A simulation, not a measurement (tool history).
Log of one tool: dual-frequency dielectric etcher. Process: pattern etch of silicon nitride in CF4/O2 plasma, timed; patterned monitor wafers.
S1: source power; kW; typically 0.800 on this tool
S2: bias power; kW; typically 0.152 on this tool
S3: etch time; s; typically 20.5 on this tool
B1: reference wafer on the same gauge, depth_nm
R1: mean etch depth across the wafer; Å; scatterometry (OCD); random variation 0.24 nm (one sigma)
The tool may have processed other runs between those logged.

run,hour,S1,S2,S3,B1,R1
1,0.0,0.800,0.152,20.5,68.7,583
# hour 28.4: wet clean of the chamber
2,172.9,0.800,0.152,20.5,68.7,601
3,239.1,0.640,0.175,20.5,68.7,554
4,272.3,0.640,0.175,20.5,68.7,547
5,340.4,0.800,0.152,20.5,68.8,593
# hour 378.3: source power generator calibrated
# hour 398.0: wet clean of the chamber
6,398.5,0.870,0.152,20.5,68.7,598
# hour 417.8: gauge calibrated
# hour 534.7: wet clean of the chamber, repeated, since the last time left the tool worse
7,544.4,0.870,0.152,20.5,68.6,637
8,583.2,0.630,0.118,22.0,68.8,550
9,624.2,0.800,0.152,20.5,68.7,601
10,665.2,0.800,0.152,20.5,68.7,599
# hour 712.1: upper electrode replaced
# hour 714.0: bias power generator calibrated
11,715.0,0.800,0.137,17.5,68.7,498
12,855.8,0.950,0.162,22.0,68.7,705
13,898.1,0.730,0.152,22.5,68.8,626
14,924.0,0.620,0.119,20.5,68.7,501

Consider 4 possible next runs. They are alternatives, not a sequence: every one starts from the tool as it was left by run 14. What does each give?
A,924.4,0.800,0.115,20.5,?,?
B,924.4,0.880,0.173,22.5,?,?
C,924.4,0.670,0.140,22.5,?,?
D,924.4,0.880,0.170,26.0,?,?

run,B1,R1
A,68.7,560
B,68.7,700
C,68.7,585
D,68.7,805
What these runs would have given with no unlogged condition in the tool:
run,R1
A,574
B,717
C,599
D,826
